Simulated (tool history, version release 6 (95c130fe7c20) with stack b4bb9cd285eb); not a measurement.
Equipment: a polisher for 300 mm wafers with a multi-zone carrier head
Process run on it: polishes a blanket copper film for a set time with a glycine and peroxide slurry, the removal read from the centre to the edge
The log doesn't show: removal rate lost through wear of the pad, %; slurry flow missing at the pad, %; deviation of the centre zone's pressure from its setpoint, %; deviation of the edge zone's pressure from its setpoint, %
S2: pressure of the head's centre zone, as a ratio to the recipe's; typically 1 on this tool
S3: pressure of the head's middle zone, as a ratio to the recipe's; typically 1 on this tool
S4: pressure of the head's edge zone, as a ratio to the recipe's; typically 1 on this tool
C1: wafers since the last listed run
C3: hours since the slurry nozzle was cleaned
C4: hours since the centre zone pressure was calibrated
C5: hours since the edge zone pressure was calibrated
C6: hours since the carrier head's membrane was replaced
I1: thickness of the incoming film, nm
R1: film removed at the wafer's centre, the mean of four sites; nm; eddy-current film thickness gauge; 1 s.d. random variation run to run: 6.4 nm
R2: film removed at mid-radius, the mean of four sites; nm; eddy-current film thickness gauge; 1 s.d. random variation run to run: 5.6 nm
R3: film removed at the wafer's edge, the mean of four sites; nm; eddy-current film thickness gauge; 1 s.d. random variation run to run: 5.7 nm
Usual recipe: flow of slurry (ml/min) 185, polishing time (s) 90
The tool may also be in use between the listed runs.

Run 1, hour 0: usual settings but S3 1.06, polishing time (s) 110; C1 0; wafers polished on this pad 650; C3 650.1; C4 180.6; C5 881; C6 925.6; I1 2286.5. Result: R1 482.9 nm, R2 513.4 nm, R3 484.4 nm.
At hour 11.8: worn pad replaced by a new one.
Run 2, hour 16.3: usual settings but S3 1.06, polishing time (s) 110; C1 128; wafers polished on this pad 47; C3 666.4; C4 196.9; C5 897.3; C6 941.9; I1 2328.4. Result: R1 540 nm, R2 562.5 nm, R3 513.6 nm.
Run 3, hour 33: usual settings but S3 1.06, polishing time (s) 110; C1 174; wafers polished on this pad 221; C3 683.1; C4 213.6; C5 914; C6 958.6; I1 2279.5. Result: R1 529.4 nm, R2 548.3 nm, R3 515.4 nm.
Run 4, hour 46.5: usual settings; C1 140; wafers polished on this pad 362; C3 696.6; C4 227.1; C5 927.5; C6 972.1; I1 2282.2. Result: R1 406.9 nm, R2 421.9 nm, R3 405.9 nm.
Run 5, hour 57.9: usual settings; C1 118; wafers polished on this pad 481; C3 708; C4 238.5; C5 938.9; C6 983.5; I1 2321.5. Result: R1 411 nm, R2 416 nm, R3 404.9 nm.
Run 6, hour 72.1: usual settings; C1 148; wafers polished on this pad 629; C3 722.2; C4 252.7; C5 953.1; C6 997.7; I1 2313.5. Result: R1 398.9 nm, R2 396.4 nm, R3 384.4 nm.
Run 7, hour 85.4: usual settings but flow of slurry (ml/min) 160; C1 138; wafers polished on this pad 768; C3 735.5; C4 266; C5 966.4; C6 1011; I1 2320.9. Result: R1 384.6 nm, R2 382.7 nm, R3 377.7 nm.
At hour 94.8: worn pad replaced by a new one.
Run 8, hour 102.4: usual settings; C1 135; wafers polished on this pad 78; C3 752.5; C4 283; C5 983.4; C6 1028; I1 2296.9. Result: R1 429.3 nm, R2 434 nm, R3 424.2 nm.
At hour 104.3: slurry nozzle cleaned.
At hour 115.5: edge zone pressure recalibrated.
Run 9, hour 116: usual settings; C1 110; wafers polished on this pad 189; C3 11.7; C4 296.6; C5 0.5; C6 1041.6; I1 2297.9. Result: R1 419.2 nm, R2 416.4 nm, R3 413.7 nm.
Run 10, hour 124.2: usual settings but S2 0.92, S3 1.03; C1 85; wafers polished on this pad 275; C3 19.9; C4 304.8; C5 8.7; C6 1049.8; I1 2299.4. Result: R1 389.9 nm, R2 424.2 nm, R3 411.5 nm.
Run 11, hour 139.7: usual settings but S2 0.92, S3 1.03; C1 161; wafers polished on this pad 436; C3 35.4; C4 320.3; C5 24.2; C6 1065.3; I1 2287.4. Result: R1 386.3 nm, R2 419.8 nm, R3 396 nm.
At hour 146.1: carrier head's membrane replaced by a new one.
Run 12, hour 146.8: usual settings; C1 21; wafers polished on this pad 458; C3 42.5; C4 327.4; C5 31.3; C6 0.7; I1 2312.4. Result: R1 393.1 nm, R2 407.1 nm, R3 397.2 nm.
Run 13, hour 155.8: usual settings but polishing time (s) 116; C1 93; wafers polished on this pad 552; C3 51.5; C4 336.4; C5 40.3; C6 9.7; I1 2287.8. Result: R1 502.3 nm, R2 515.9 nm, R3 503.4 nm.
At hour 160.8: worn pad replaced by a new one.
Run 14, hour 163.8: usual settings but flow of slurry (ml/min) 125, S3 0.94, S4 1.11, polishing time (s) 67; C1 41; wafers polished on this pad 30; C3 59.5; C4 344.4; C5 48.3; C6 17.7; I1 2320. Result: R1 306 nm, R2 294.1 nm, R3 316.3 nm.
Run 15, hour 179.5: usual settings; C1 163; wafers polished on this pad 194; C3 75.2; C4 360.1; C5 64; C6 33.4; I1 2281.1. Result: R1 425.2 nm, R2 425.9 nm, R3 413.7 nm.
At hour 191.6: centre zone pressure recalibrated.
Run 16, hour 196.8: usual settings but S3 1.07; C1 159; wafers polished on this pad 354; C3 92.5; C4 5.2; C5 81.3; C6 50.7; I1 2291.2. Result: R1 410.7 nm, R2 436.2 nm, R3 403 nm.
Run 17, hour 203.5: usual settings but flow of slurry (ml/min) 160, S3 1.11, S4 1.05; C1 69; wafers polished on this pad 424; C3 99.2; C4 11.9; C5 88; C6 57.4; I1 2323.2. Result: R1 404.9 nm, R2 437.1 nm, R3 396 nm.
Run 18, hour 216.6: usual settings; C1 136; wafers polished on this pad 560; C3 112.3; C4 25; C5 101.1; C6 70.5; I1 2288.3. Result: R1 383.9 nm, R2 396 nm, R3 388.9 nm.
At hour 231.7: worn pad replaced by a new one.
Run 19, hour 232.2: usual settings but flow of slurry (ml/min) 140, S2 1.09, S4 1.11; C1 120; wafers polished on this pad 5; C3 127.9; C4 40.6; C5 116.7; C6 86.1; I1 2262.3. Result: R1 440.6 nm, R2 422 nm, R3 444 nm.
Run 20, hour 241.8: usual settings; C1 100; wafers polished on this pad 105; C3 137.5; C4 50.2; C5 126.3; C6 95.7; I1 2322.7. Result: R1 442 nm, R2 430.4 nm, R3 419.1 nm.
Run 21, hour 255.8: usual settings but flow of slurry (ml/min) 245, S2 0.92, S4 1.07; C1 146; wafers polished on this pad 251; C3 151.5; C4 64.2; C5 140.3; C6 109.7; I1 2295.6. Result: R1 415 nm, R2 441.4 nm, R3 438.2 nm.
Run 22, hour 270.3: usual settings but S2 1.07, S3 0.92, S4 1.05, polishing time (s) 77; C1 151; wafers polished on this pad 402; C3 166; C4 78.7; C5 154.8; C6 124.2; I1 2296.4. Result: R1 368.6 nm, R2 329 nm, R3 355.7 nm.

Forecast each of these 3 alternatives for the next run:
Run A, hour 270.8: usual settings but S3 0.94; C1 5; wafers polished on this pad 408; C3 166.5; C4 79.2; C5 155.3; C6 124.7; I1 2276.4. Result: R1 ?, R2 ?, R3 ?.
Run B, hour 270.8: usual settings but flow of slurry (ml/min) 140, S2 1.07, S4 0.96; C1 5; wafers polished on this pad 408; C3 166.5; C4 79.2; C5 155.3; C6 124.7; I1 2276.4. Result: R1 ?, R2 ?, R3 ?.
Run C, hour 270.8: usual settings but flow of slurry (ml/min) 165, S3 1.08, S4 0.93, polishing time (s) 106; C1 5; wafers polished on this pad 408; C3 166.5; C4 79.2; C5 155.3; C6 124.7; I1 2276.4. Result: R1 ?, R2 ?, R3 ?.

run     R1     R2     R3
  A  416.1  391.8  397.6
  B  417.3  399.9  380.8
  C  483.7  512.4  447.4
Take away the tool's hidden state, keep each run's random variation, and the runs would have read:
run     R1     R2     R3
  A  450.1  423.9  430.1
  B  451.5  432.7    412
  C  523.3  554.4  484.1
